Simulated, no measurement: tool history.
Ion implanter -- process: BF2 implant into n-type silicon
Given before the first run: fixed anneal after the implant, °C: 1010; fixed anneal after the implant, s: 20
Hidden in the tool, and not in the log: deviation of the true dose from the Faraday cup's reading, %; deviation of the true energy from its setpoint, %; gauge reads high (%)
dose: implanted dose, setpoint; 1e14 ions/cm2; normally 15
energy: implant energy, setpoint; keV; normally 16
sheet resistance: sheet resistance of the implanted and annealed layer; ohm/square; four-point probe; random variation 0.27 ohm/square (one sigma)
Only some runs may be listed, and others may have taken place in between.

run	day	dose	energy	wafers since the last listed run	hours since the last dose calibration	hours since the extraction supply was calibrated	hours since the gauge calibration	read-back reference wafer on the same gauge, sheet resistance	sheet resistance
1	0	15	16	0	223.5	4234.3	964.7	166.9	168.57
2	1.071	15	16	403	249.2	4260	990.4	166.99	168.69
3	2.35	15	16	481	279.9	4290.7	1021.1	166.99	168.9
4	4.579	15	16	839	333.4	4344.2	1074.6	167.13	168.29
5	6.379	15	16	677	376.6	4387.4	1117.8	167.06	168.64
6	7.746	16.71	16	514	409.4	4420.2	1150.6	167.05	166.12
7	10.325	16.71	16	971	471.3	4482.1	1212.5	167.02	166.36
8	15.721	15	16	2031	600.8	4611.6	1342	167.07	168.43
9	18.283	15	16	964	662.3	4673.1	1403.5	166.94	168.72
10	19.788	15	16	566	698.4	4709.2	1439.6	166.91	168.9
11	22.417	16.76	16	990	761.5	4772.3	1502.7	167.09	166.28
12	23.804	16.76	16	522	794.8	4805.6	1536	167.02	165.92
13	26.779	15	16	1120	866.2	4877	1607.4	166.92	169.03
14	29.138	15	16	888	922.8	4933.6	1664	166.97	169.36
15	30.179	15	16	392	947.8	4958.6	1689	166.89	168.84
# day 30.625: extraction supply calibrated
16	31.192	15	18.5	255	972.1	13.6	1713.3	167.09	161.45
17	34.067	17.37	16	1082	1041.1	82.6	1782.3	166.95	167.41
18	37.008	15	16	1107	1111.7	153.2	1852.9	166.98	169.81
19	38.642	15	16	615	1150.9	192.4	1892.1	166.91	170.37
20	40.533	13.27	17.5	712	1196.3	237.8	1937.5	167.02	168.81
21	43.338	12.82	20	1055	1263.6	305.1	2004.8	167.13	161.16
22	44.933	15	17.5	600	1301.9	343.4	2043.1	167.08	165.02
# day 45.754: extraction supply calibrated, repeated, since the last time left the tool worse
23	46.158	15	19.5	335	1331.3	9.7	2072.5	166.99	154.45
# day 46.675: Faraday cup replaced and dose calibrated
24	47.379	18.17	19	334	16.9	39	2101.8	167.06	152.74
25	53.379	15	16	2259	160.9	183	2245.8	167.07	166.91
26	56.104	15	16	1026	226.3	248.4	2311.2	166.95	167.48
27	58.567	18.9	21.5	927	285.4	307.5	2370.3	166.92	144.87
28	60.883	17.58	12.5	872	341	363.1	2425.9	166.94	178.89
# day 61.146: gauge calibrated
29	62.271	16.96	13.5	522	374.3	396.4	27	166.98	175.08
30	64.933	16.53	19	1002	438.2	460.3	90.9	166.96	154.94
31	67.696	12.6	12	1040	504.5	526.6	157.2	167.06	190
32	69.562	15	16	702	549.3	571.4	202	166.95	167.8
33	71.296	17.22	13.5	652	590.9	613	243.6	167.08	175.07
34	73.779	15	16	935	650.5	672.6	303.2	166.97	167.64
35	75.25	11.78	13.5	553	685.8	707.9	338.5	166.93	186.16
36	77.512	13.15	16	851	740.1	762.2	392.8	167.09	171.76
37	80.196	16.7	12.5	1010	804.5	826.6	457.2	167.03	180.35

Results for each run, recomputed without the tool's hidden state and with each run's random variation untouched:
run	sheet resistance
1	167.14
2	167.25
3	167.46
4	166.85
5	167.2
6	164.68
7	164.91
8	166.97
9	167.26
10	167.43
11	164.81
12	164.46
13	167.55
14	167.88
15	167.36
16	158.37
17	164.36
18	166.71
19	167.22
20	165.53
21	157.8
22	161.67
23	154.32
24	152.58
25	166.63
26	167.14
27	144.48
28	178.48
29	174.65
30	154.43
31	189.49
32	167.22
33	174.49
34	167
35	185.51
36	171.06
37	179.66

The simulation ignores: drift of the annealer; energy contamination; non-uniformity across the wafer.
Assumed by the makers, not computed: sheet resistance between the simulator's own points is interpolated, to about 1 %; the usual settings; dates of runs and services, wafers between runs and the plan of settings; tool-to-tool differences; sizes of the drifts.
